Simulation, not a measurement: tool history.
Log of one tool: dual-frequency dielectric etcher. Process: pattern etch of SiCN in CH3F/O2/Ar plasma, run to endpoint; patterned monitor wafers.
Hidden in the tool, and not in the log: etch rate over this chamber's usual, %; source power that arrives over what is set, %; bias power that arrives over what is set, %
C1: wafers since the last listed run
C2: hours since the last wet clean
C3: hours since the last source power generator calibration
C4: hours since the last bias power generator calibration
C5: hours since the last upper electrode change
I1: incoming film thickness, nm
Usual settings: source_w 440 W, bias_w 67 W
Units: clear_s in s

Run 1, hour 0.0: usual settings but bias_w 79 W; C1 0; C2 195.0; C3 3286.0; C4 2677.6; C5 2654.1; I1 9.92. Result: clear_s 24.4 s.
Run 2, hour 9.3: usual settings but bias_w 79 W; C1 108; C2 204.3; C3 3295.3; C4 2686.9; C5 2663.4; I1 10.00. Result: clear_s 24.6 s.
Run 3, hour 17.5: usual settings but bias_w 79 W; C1 96; C2 212.5; C3 3303.5; C4 2695.1; C5 2671.6; I1 10.02. Result: clear_s 24.7 s.
Run 4, hour 23.6: usual settings; C1 71; C2 218.6; C3 3309.6; C4 2701.2; C5 2677.7; I1 9.93. Result: clear_s 25.8 s.
Run 5, hour 39.8: usual settings but source_w 470 W, bias_w 61 W; C1 189; C2 234.8; C3 3325.8; C4 2717.4; C5 2693.9; I1 10.05. Result: clear_s 26.6 s.
Run 6, hour 46.1: usual settings but source_w 470 W, bias_w 61 W; C1 73; C2 241.1; C3 3332.1; C4 2723.7; C5 2700.2; I1 9.93. Result: clear_s 26.2 s.
Run 7, hour 53.3: usual settings but source_w 470 W, bias_w 61 W; C1 84; C2 248.3; C3 3339.3; C4 2730.9; C5 2707.4; I1 9.96. Result: clear_s 26.3 s.
Run 8, hour 67.0: usual settings; C1 160; C2 262.0; C3 3353.0; C4 2744.6; C5 2721.1; I1 9.95. Result: clear_s 25.9 s.
Run 9, hour 74.5: usual settings; C1 87; C2 269.5; C3 3360.5; C4 2752.1; C5 2728.6; I1 10.00. Result: clear_s 26.2 s.
Run 10, hour 83.7: usual settings but bias_w 59 W; C1 107; C2 278.7; C3 3369.7; C4 2761.3; C5 2737.8; I1 9.98. Result: clear_s 27.1 s.
At hour 111.9: upper electrode replaced.
Run 11, hour 112.4: usual settings but bias_w 58 W; C1 55; C2 307.4; C3 3398.4; C4 2790.0; C5 0.5; I1 9.89. Result: clear_s 26.9 s.
Run 12, hour 147.8: usual settings but bias_w 58 W; C1 414; C2 342.8; C3 3433.8; C4 2825.4; C5 35.9; I1 10.03. Result: clear_s 27.3 s.
Run 13, hour 164.6: usual settings but source_w 470 W; C1 196; C2 359.6; C3 3450.6; C4 2842.2; C5 52.7; I1 9.98. Result: clear_s 25.0 s.
At hour 191.0: wet clean of the chamber.
At hour 194.0: bias power generator calibrated.
Run 14, hour 194.5: usual settings but source_w 470 W; C1 34; C2 3.5; C3 3480.5; C4 0.5; C5 82.6; I1 9.96. Result: clear_s 25.9 s.
Run 15, hour 196.6: usual settings but source_w 500 W; C1 24; C2 5.6; C3 3482.6; C4 2.6; C5 84.7; I1 10.07. Result: clear_s 25.6 s.
Run 16, hour 202.9: usual settings but source_w 520 W, bias_w 59 W; C1 73; C2 11.9; C3 3488.9; C4 8.9; C5 91.0; I1 9.97. Result: clear_s 26.2 s.
At hour 209.9: source power generator calibrated.
Run 17, hour 214.0: usual settings but source_w 540 W, bias_w 56 W; C1 83; C2 23.0; C3 4.1; C4 20.0; C5 102.1; I1 9.99. Result: clear_s 26.3 s.
Run 18, hour 220.3: usual settings but source_w 540 W, bias_w 61 W; C1 73; C2 29.3; C3 10.4; C4 26.3; C5 108.4; I1 10.00. Result: clear_s 25.5 s.
Run 19, hour 251.3: usual settings but source_w 370 W; C1 363; C2 60.3; C3 41.4; C4 57.3; C5 139.4; I1 9.93. Result: clear_s 27.8 s.
Run 20, hour 257.6: usual settings; C1 73; C2 66.6; C3 47.7; C4 63.6; C5 145.7; I1 10.06. Result: clear_s 26.6 s.
Run 21, hour 271.8: usual settings but source_w 510 W, bias_w 75 W; C1 166; C2 80.8; C3 61.9; C4 77.8; C5 159.9; I1 9.92. Result: clear_s 23.9 s.
Run 22, hour 282.2: usual settings but source_w 480 W; C1 121; C2 91.2; C3 72.3; C4 88.2; C5 170.3; I1 9.88. Result: clear_s 25.4 s.
Run 23, hour 289.0: usual settings; C1 79; C2 98.0; C3 79.1; C4 95.0; C5 177.1; I1 9.95. Result: clear_s 26.2 s.
Run 24, hour 295.5: usual settings but bias_w 77 W; C1 76; C2 104.5; C3 85.6; C4 101.5; C5 183.6; I1 10.07. Result: clear_s 25.3 s.
Run 25, hour 305.4: usual settings but source_w 390 W; C1 115; C2 114.4; C3 95.5; C4 111.4; C5 193.5; I1 10.03. Result: clear_s 27.7 s.
Run 26, hour 319.4: usual settings; C1 163; C2 128.4; C3 109.5; C4 125.4; C5 207.5; I1 9.93. Result: clear_s 26.2 s.
Run 27, hour 333.9: usual settings but source_w 540 W, bias_w 71 W; C1 169; C2 142.9; C3 124.0; C4 139.9; C5 222.0; I1 9.96. Result: clear_s 24.0 s.
Run 28, hour 345.5: usual settings but source_w 500 W, bias_w 76 W; C1 135; C2 154.5; C3 135.6; C4 151.5; C5 233.6; I1 9.98. Result: clear_s 24.0 s.
Run 29, hour 351.6: usual settings but source_w 350 W, bias_w 57 W; C1 71; C2 160.6; C3 141.7; C4 157.6; C5 239.7; I1 9.91. Result: clear_s 29.6 s.

4 ways to go on from here, each from the tool as it stands after run 29. What would each give?
Run A, hour 352.0: usual settings but source_w 350 W; C1 4; C2 161.0; C3 142.1; C4 158.0; C5 240.1; I1 9.90. Result: clear_s ?.
Run B, hour 352.0: usual settings but source_w 540 W, bias_w 50 W; C1 4; C2 161.0; C3 142.1; C4 158.0; C5 240.1; I1 9.90. Result: clear_s ?.
Run C, hour 352.0: usual settings but source_w 530 W, bias_w 80 W; C1 4; C2 161.0; C3 142.1; C4 158.0; C5 240.1; I1 9.90. Result: clear_s ?.
Run D, hour 352.0: usual settings but bias_w 61 W; C1 4; C2 161.0; C3 142.1; C4 158.0; C5 240.1; I1 9.90. Result: clear_s ?.

run  clear_s
  A     28.1
  B     26.7
  C     22.9
  D     26.9
Without the tool's hidden state the same runs would have given:
run  clear_s
  A     28.5
  B     27.0
  C     23.2
  D     27.2
